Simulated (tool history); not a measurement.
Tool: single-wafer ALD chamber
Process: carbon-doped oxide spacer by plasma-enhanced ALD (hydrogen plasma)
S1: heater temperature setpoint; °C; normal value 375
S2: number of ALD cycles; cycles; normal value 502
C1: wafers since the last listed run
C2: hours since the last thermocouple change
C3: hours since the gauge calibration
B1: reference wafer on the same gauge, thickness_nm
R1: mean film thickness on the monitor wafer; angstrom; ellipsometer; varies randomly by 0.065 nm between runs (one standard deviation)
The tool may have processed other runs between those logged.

{"run": 1, "hour": 0.0, "S1": 375, "S2": 502, "C1": 0, "C2": 62.9, "C3": 1428.8, "B1": 29.396, "R1": 257.36}
{"run": 2, "hour": 96.5, "S1": 375, "S2": 502, "C1": 78, "C2": 159.4, "C3": 1525.3, "B1": 29.395, "R1": 259.39}
{"run": 3, "hour": 174.9, "S1": 375, "S2": 502, "C1": 63, "C2": 237.8, "C3": 1603.7, "B1": 29.406, "R1": 257.03}
{"run": 4, "hour": 281.9, "S1": 375, "S2": 502, "C1": 86, "C2": 344.8, "C3": 1710.7, "B1": 29.354, "R1": 258.05}
{"run": 5, "hour": 382.7, "S1": 375, "S2": 502, "C1": 81, "C2": 445.6, "C3": 1811.5, "B1": 29.394, "R1": 258.67}
{"run": 6, "hour": 480.1, "S1": 375, "S2": 502, "C1": 79, "C2": 543, "C3": 1908.9, "B1": 29.382, "R1": 257.76}
{"run": 7, "hour": 587.7, "S1": 375, "S2": 581, "C1": 87, "C2": 650.6, "C3": 2016.5, "B1": 29.408, "R1": 298.58}
{"run": 8, "hour": 664.3, "S1": 375, "S2": 581, "C1": 62, "C2": 727.2, "C3": 2093.1, "B1": 29.401, "R1": 298.21}
{"run": 9, "hour": 749.1, "S1": 370, "S2": 502, "C1": 68, "C2": 812, "C3": 2177.9, "B1": 29.377, "R1": 258.83}
{"run": 10, "hour": 834.9, "S1": 375, "S2": 502, "C1": 69, "C2": 897.8, "C3": 2263.7, "B1": 29.39, "R1": 258.47}
{"run": 11, "hour": 879.2, "S1": 387, "S2": 454, "C1": 35, "C2": 942.1, "C3": 2308, "B1": 29.409, "R1": 234.53}
{"run": 12, "hour": 1164.8, "S1": 375, "S2": 545, "C1": 231, "C2": 1227.7, "C3": 2593.6, "B1": 29.399, "R1": 279.78}
{"run": 13, "hour": 1241.2, "S1": 375, "S2": 502, "C1": 62, "C2": 1304.1, "C3": 2670, "B1": 29.443, "R1": 257.21}
{"run": 14, "hour": 1328.1, "S1": 375, "S2": 502, "C1": 70, "C2": 1391, "C3": 2756.9, "B1": 29.425, "R1": 257.49}
{"run": 15, "hour": 1557.4, "S1": 375, "S2": 502, "C1": 186, "C2": 1620.3, "C3": 2986.2, "B1": 29.409, "R1": 257.79}
{"run": 16, "hour": 1660.0, "S1": 375, "S2": 502, "C1": 83, "C2": 1722.9, "C3": 3088.8, "B1": 29.405, "R1": 258.96}
{"run": 17, "hour": 1735.4, "S1": 375, "S2": 502, "C1": 61, "C2": 1798.3, "C3": 3164.2, "B1": 29.369, "R1": 257.04}
{"run": 18, "hour": 1814.6, "S1": 380, "S2": 502, "C1": 64, "C2": 1877.5, "C3": 3243.4, "B1": 29.446, "R1": 257.42}
{"run": 19, "hour": 1893.5, "S1": 380, "S2": 502, "C1": 64, "C2": 1956.4, "C3": 3322.3, "B1": 29.413, "R1": 258.58}
{"run": 20, "hour": 2000.3, "S1": 380, "S2": 502, "C1": 86, "C2": 2063.2, "C3": 3429.1, "B1": 29.418, "R1": 258.11}
{"run": 21, "hour": 2309.9, "S1": 375, "S2": 502, "C1": 251, "C2": 2372.8, "C3": 3738.7, "B1": 29.419, "R1": 256.68}
{"run": 22, "hour": 2405.2, "S1": 369, "S2": 502, "C1": 77, "C2": 2468.1, "C3": 3834, "B1": 29.446, "R1": 257.48}
{"run": 23, "hour": 2458.7, "S1": 375, "S2": 471, "C1": 43, "C2": 2521.6, "C3": 3887.5, "B1": 29.382, "R1": 242.38}
{"hour": 2527.8, "done": "thermocouple changed; heater temperature recalibrated"}
{"run": 24, "hour": 2559.2, "S1": 363, "S2": 468, "C1": 75, "C2": 31.4, "C3": 3988, "B1": 29.441, "R1": 240.59}
{"run": 25, "hour": 2634.2, "S1": 375, "S2": 502, "C1": 60, "C2": 106.4, "C3": 4063, "B1": 29.366, "R1": 257.5}
{"run": 26, "hour": 2697.6, "S1": 375, "S2": 502, "C1": 51, "C2": 169.8, "C3": 4126.4, "B1": 29.384, "R1": 258.52}
{"run": 27, "hour": 2794.2, "S1": 375, "S2": 502, "C1": 78, "C2": 266.4, "C3": 4223, "B1": 29.38, "R1": 258.02}
{"run": 28, "hour": 2898.2, "S1": 375, "S2": 531, "C1": 84, "C2": 370.4, "C3": 4327, "B1": 29.372, "R1": 273.89}
{"hour": 2931.8, "done": "gauge calibrated"}
{"run": 29, "hour": 2941.9, "S1": 375, "S2": 502, "C1": 35, "C2": 414.1, "C3": 10.1, "B1": 29.433, "R1": 258.89}
{"run": 30, "hour": 2983.6, "S1": 382, "S2": 542, "C1": 33, "C2": 455.8, "C3": 51.8, "B1": 29.387, "R1": 277.54}
{"run": 31, "hour": 3083.8, "S1": 365, "S2": 557, "C1": 81, "C2": 556, "C3": 152, "B1": 29.426, "R1": 286.43}
{"run": 32, "hour": 3168.1, "S1": 385, "S2": 411, "C1": 68, "C2": 640.3, "C3": 236.3, "B1": 29.378, "R1": 211.93}
{"run": 33, "hour": 3270.3, "S1": 380, "S2": 502, "C1": 83, "C2": 742.5, "C3": 338.5, "B1": 29.421, "R1": 258.39}
{"run": 34, "hour": 3374.3, "S1": 383, "S2": 590, "C1": 84, "C2": 846.5, "C3": 442.5, "B1": 29.412, "R1": 303.23}
{"run": 35, "hour": 3432.3, "S1": 375, "S2": 502, "C1": 47, "C2": 904.5, "C3": 500.5, "B1": 29.391, "R1": 258.49}
{"run": 36, "hour": 3493.2, "S1": 365, "S2": 583, "C1": 49, "C2": 965.4, "C3": 561.4, "B1": 29.397, "R1": 299.79}
{"run": 37, "hour": 3677.9, "S1": 385, "S2": 562, "C1": 150, "C2": 1150.1, "C3": 746.1, "B1": 29.43, "R1": 289.57}
{"run": 38, "hour": 3774.2, "S1": 390, "S2": 410, "C1": 78, "C2": 1246.4, "C3": 842.4, "B1": 29.379, "R1": 210.92}
{"run": 39, "hour": 3879.8, "S1": 381, "S2": 582, "C1": 85, "C2": 1352, "C3": 948, "B1": 29.436, "R1": 299.81}
{"run": 40, "hour": 3986.9, "S1": 389, "S2": 456, "C1": 86, "C2": 1459.1, "C3": 1055.1, "B1": 29.396, "R1": 234.6}
{"run": 41, "hour": 4094.2, "S1": 366, "S2": 595, "C1": 87, "C2": 1566.4, "C3": 1162.4, "B1": 29.401, "R1": 306.31}

What was the tool's hidden state at every run in the log?
wafer temperature above the value expected at the setpoint (K): 0 in every run
gauge reads high (%): 0 in every run
